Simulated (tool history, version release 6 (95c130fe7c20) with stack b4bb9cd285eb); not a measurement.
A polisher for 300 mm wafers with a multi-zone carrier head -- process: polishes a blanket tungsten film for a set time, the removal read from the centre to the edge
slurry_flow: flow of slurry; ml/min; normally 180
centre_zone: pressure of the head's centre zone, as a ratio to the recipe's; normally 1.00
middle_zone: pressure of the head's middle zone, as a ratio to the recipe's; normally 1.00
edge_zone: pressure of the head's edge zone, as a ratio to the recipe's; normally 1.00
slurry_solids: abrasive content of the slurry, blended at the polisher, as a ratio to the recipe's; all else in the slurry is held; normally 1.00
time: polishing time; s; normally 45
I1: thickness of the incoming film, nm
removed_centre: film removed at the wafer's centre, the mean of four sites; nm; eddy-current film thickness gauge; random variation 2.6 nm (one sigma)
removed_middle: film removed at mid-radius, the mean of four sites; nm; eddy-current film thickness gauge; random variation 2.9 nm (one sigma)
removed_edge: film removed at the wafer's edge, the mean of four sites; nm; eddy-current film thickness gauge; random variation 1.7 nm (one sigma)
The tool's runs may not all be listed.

run 1 hour=0.0 | slurry_flow=180 centre_zone=1.00 middle_zone=0.93 edge_zone=1.00 slurry_solids=1.00 time=40 | I1=1299.0 | removed_centre=186.4 removed_middle=174.1 removed_edge=180.4
run 2 hour=46.7 | slurry_flow=180 centre_zone=1.00 middle_zone=1.00 edge_zone=1.00 slurry_solids=1.00 time=45 | I1=1297.1 | removed_centre=206.5 removed_middle=204.8 removed_edge=207.4
run 3 hour=89.6 | slurry_flow=180 centre_zone=1.00 middle_zone=1.00 edge_zone=1.00 slurry_solids=1.00 time=57 | I1=1310.1 | removed_centre=269.4 removed_middle=265.2 removed_edge=262.0
run 4 hour=121.3 | slurry_flow=180 centre_zone=1.00 middle_zone=1.00 edge_zone=1.00 slurry_solids=1.00 time=29 | I1=1303.3 | removed_centre=132.6 removed_middle=133.6 removed_edge=131.8
-- hour=148.7 centre zone pressure recalibrated
run 5 hour=159.1 | slurry_flow=220 centre_zone=1.00 middle_zone=1.00 edge_zone=1.00 slurry_solids=1.00 time=45 | I1=1287.4 | removed_centre=218.8 removed_middle=210.6 removed_edge=208.5
run 6 hour=183.3 | slurry_flow=180 centre_zone=1.00 middle_zone=1.00 edge_zone=1.00 slurry_solids=1.00 time=45 | I1=1302.8 | removed_centre=203.8 removed_middle=203.5 removed_edge=204.5
-- hour=213.7 worn pad replaced by a new one
run 7 hour=220.8 | slurry_flow=180 centre_zone=1.00 middle_zone=1.00 edge_zone=0.94 slurry_solids=1.00 time=45 | I1=1301.1 | removed_centre=201.6 removed_middle=204.2 removed_edge=198.9
-- hour=239.7 edge zone pressure recalibrated
run 8 hour=258.5 | slurry_flow=180 centre_zone=1.00 middle_zone=0.95 edge_zone=1.00 slurry_solids=0.90 time=50 | I1=1308.4 | removed_centre=222.4 removed_middle=217.9 removed_edge=221.2
run 9 hour=282.9 | slurry_flow=180 centre_zone=1.00 middle_zone=1.00 edge_zone=1.00 slurry_solids=1.00 time=45 | I1=1313.2 | removed_centre=202.0 removed_middle=202.6 removed_edge=206.4
run 10 hour=345.4 | slurry_flow=155 centre_zone=1.00 middle_zone=1.00 edge_zone=0.91 slurry_solids=1.00 time=45 | I1=1313.7 | removed_centre=197.9 removed_middle=198.0 removed_edge=192.3
run 11 hour=396.0 | slurry_flow=180 centre_zone=1.00 middle_zone=1.00 edge_zone=1.08 slurry_solids=1.00 time=34 | I1=1282.0 | removed_centre=155.7 removed_middle=155.6 removed_edge=156.7
-- hour=418.4 carrier head's membrane replaced by a new one
run 12 hour=460.2 | slurry_flow=180 centre_zone=1.00 middle_zone=1.00 edge_zone=1.07 slurry_solids=1.25 time=45 | I1=1299.5 | removed_centre=214.1 removed_middle=211.5 removed_edge=218.7
-- hour=473.6 centre zone pressure recalibrated
run 13 hour=503.8 | slurry_flow=180 centre_zone=1.00 middle_zone=1.00 edge_zone=1.00 slurry_solids=1.00 time=45 | I1=1282.2 | removed_centre=197.2 removed_middle=198.4 removed_edge=198.1
run 14 hour=553.7 | slurry_flow=180 centre_zone=1.00 middle_zone=0.95 edge_zone=1.00 slurry_solids=1.00 time=51 | I1=1309.1 | removed_centre=230.6 removed_middle=218.0 removed_edge=229.7
-- hour=578.2 worn pad replaced by a new one
run 15 hour=594.6 | slurry_flow=180 centre_zone=1.10 middle_zone=1.00 edge_zone=1.00 slurry_solids=1.00 time=55 | I1=1315.0 | removed_centre=271.6 removed_middle=244.0 removed_edge=243.8
-- hour=646.0 edge zone pressure recalibrated
-- hour=671.3 slurry nozzle cleaned
run 16 hour=727.7 | slurry_flow=180 centre_zone=1.00 middle_zone=1.00 edge_zone=1.00 slurry_solids=1.00 time=45 | I1=1300.3 | removed_centre=211.1 removed_middle=207.8 removed_edge=208.9
run 17 hour=786.5 | slurry_flow=180 centre_zone=1.00 middle_zone=1.00 edge_zone=1.00 slurry_solids=1.00 time=45 | I1=1309.6 | removed_centre=209.4 removed_middle=209.7 removed_edge=207.3
run 18 hour=823.8 | slurry_flow=180 centre_zone=1.00 middle_zone=1.00 edge_zone=0.88 slurry_solids=1.00 time=35 | I1=1311.9 | removed_centre=164.2 removed_middle=161.6 removed_edge=148.9
-- hour=859.0 centre zone pressure recalibrated
run 19 hour=862.2 | slurry_flow=180 centre_zone=1.00 middle_zone=1.00 edge_zone=1.00 slurry_solids=1.00 time=45 | I1=1317.2 | removed_centre=209.4 removed_middle=212.8 removed_edge=209.0
run 20 hour=926.6 | slurry_flow=180 centre_zone=1.00 middle_zone=1.00 edge_zone=1.00 slurry_solids=1.15 time=45 | I1=1317.8 | removed_centre=220.2 removed_middle=220.4 removed_edge=216.9

Forecast each of these 5 alternatives for the next run:
run A hour=927.0 | slurry_flow=180 centre_zone=1.00 middle_zone=1.00 edge_zone=1.09 slurry_solids=1.00 time=45 | I1=1309.8 | removed_centre=? removed_middle=? removed_edge=?
run B hour=927.0 | slurry_flow=180 centre_zone=1.00 middle_zone=1.00 edge_zone=1.00 slurry_solids=0.90 time=45 | I1=1309.8 | removed_centre=? removed_middle=? removed_edge=?
run C hour=927.0 | slurry_flow=230 centre_zone=1.04 middle_zone=1.00 edge_zone=1.11 slurry_solids=0.80 time=45 | I1=1309.8 | removed_centre=? removed_middle=? removed_edge=?
run D hour=927.0 | slurry_flow=180 centre_zone=1.00 middle_zone=1.12 edge_zone=1.00 slurry_solids=1.15 time=40 | I1=1309.8 | removed_centre=? removed_middle=? removed_edge=?
run E hour=927.0 | slurry_flow=150 centre_zone=1.00 middle_zone=1.00 edge_zone=1.08 slurry_solids=1.00 time=45 | I1=1309.8 | removed_centre=? removed_middle=? removed_edge=?

run=A removed_centre=211.8 removed_middle=204.9 removed_edge=214.0
run=B removed_centre=206.7 removed_middle=199.9 removed_edge=200.1
run=C removed_centre=217.7 removed_middle=201.5 removed_edge=210.5
run=D removed_centre=194.8 removed_middle=207.4 removed_edge=188.2
run=E removed_centre=204.5 removed_middle=198.6 removed_edge=208.3
With no hidden state in the tool, these same runs would have given:
run=A removed_centre=215.4 removed_middle=208.0 removed_edge=216.4
run=B removed_centre=210.2 removed_middle=203.0 removed_edge=202.3
run=C removed_centre=220.7 removed_middle=203.9 removed_edge=212.4
run=D removed_centre=198.1 removed_middle=210.5 removed_edge=190.2
run=E removed_centre=208.6 removed_middle=202.1 removed_edge=211.0
